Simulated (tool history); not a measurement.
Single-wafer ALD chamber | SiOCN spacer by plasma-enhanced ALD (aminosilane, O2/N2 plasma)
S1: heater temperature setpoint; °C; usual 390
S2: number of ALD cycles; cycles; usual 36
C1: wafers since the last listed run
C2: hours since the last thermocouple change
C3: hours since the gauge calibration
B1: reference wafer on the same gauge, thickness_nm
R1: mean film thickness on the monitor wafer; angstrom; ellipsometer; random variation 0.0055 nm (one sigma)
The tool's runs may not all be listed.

run 1 hour=0 | S1=390 S2=36 | C1=0 C2=1000.8 C3=40.7 | B1=2.143 | R1=21.96
run 2 hour=17.5 | S1=390 S2=36 | C1=103 C2=1018.3 C3=58.2 | B1=2.139 | R1=21.97
run 3 hour=34.7 | S1=390 S2=36 | C1=101 C2=1035.5 C3=75.4 | B1=2.139 | R1=22.02
run 4 hour=52.5 | S1=390 S2=36 | C1=104 C2=1053.3 C3=93.2 | B1=2.141 | R1=21.93
run 5 hour=66.6 | S1=390 S2=36 | C1=83 C2=1067.4 C3=107.3 | B1=2.141 | R1=21.99
run 6 hour=83.2 | S1=390 S2=36 | C1=97 C2=1084 C3=123.9 | B1=2.141 | R1=21.97
run 7 hour=96.9 | S1=390 S2=36 | C1=80 C2=1097.7 C3=137.6 | B1=2.139 | R1=21.98
-- hour=112.2 thermocouple changed; heater temperature recalibrated
run 8 hour=112.7 | S1=376 S2=38 | C1=45 C2=0.5 C3=153.4 | B1=2.141 | R1=23.17
run 9 hour=117.7 | S1=402 S2=39 | C1=29 C2=5.5 C3=158.4 | B1=2.141 | R1=23.7
run 10 hour=126.2 | S1=383 S2=42 | C1=50 C2=14 C3=166.9 | B1=2.138 | R1=25.47
-- hour=135.4 gauge calibrated
run 11 hour=136.4 | S1=390 S2=36 | C1=60 C2=24.2 C3=1 | B1=2.141 | R1=21.99
run 12 hour=149.3 | S1=390 S2=36 | C1=75 C2=37.1 C3=13.9 | B1=2.14 | R1=21.86
run 13 hour=158.3 | S1=390 S2=29 | C1=53 C2=46.1 C3=22.9 | B1=2.14 | R1=17.69
run 14 hour=171.2 | S1=398 S2=40 | C1=75 C2=59 C3=35.8 | B1=2.142 | R1=24.53

5 ways to go on from here, each from the tool as it stands after run 14. What would each give?
run A hour=171.7 | S1=379 S2=36 | C1=2 C2=59.5 C3=36.3 | B1=? | R1=?
run B hour=171.7 | S1=390 S2=40 | C1=2 C2=59.5 C3=36.3 | B1=? | R1=?
run C hour=171.7 | S1=395 S2=42 | C1=2 C2=59.5 C3=36.3 | B1=? | R1=?
run D hour=171.7 | S1=390 S2=41 | C1=2 C2=59.5 C3=36.3 | B1=? | R1=?
run E hour=171.7 | S1=384 S2=33 | C1=2 C2=59.5 C3=36.3 | B1=? | R1=?

run=A B1=2.142 R1=21.98
run=B B1=2.142 R1=24.42
run=C B1=2.142 R1=25.64
run=D B1=2.142 R1=25.03
run=E B1=2.142 R1=20.15
Without the tool's hidden state the same runs would have given:
run=A R1=21.98
run=B R1=24.42
run=C R1=25.64
run=D R1=25.03
run=E R1=20.15
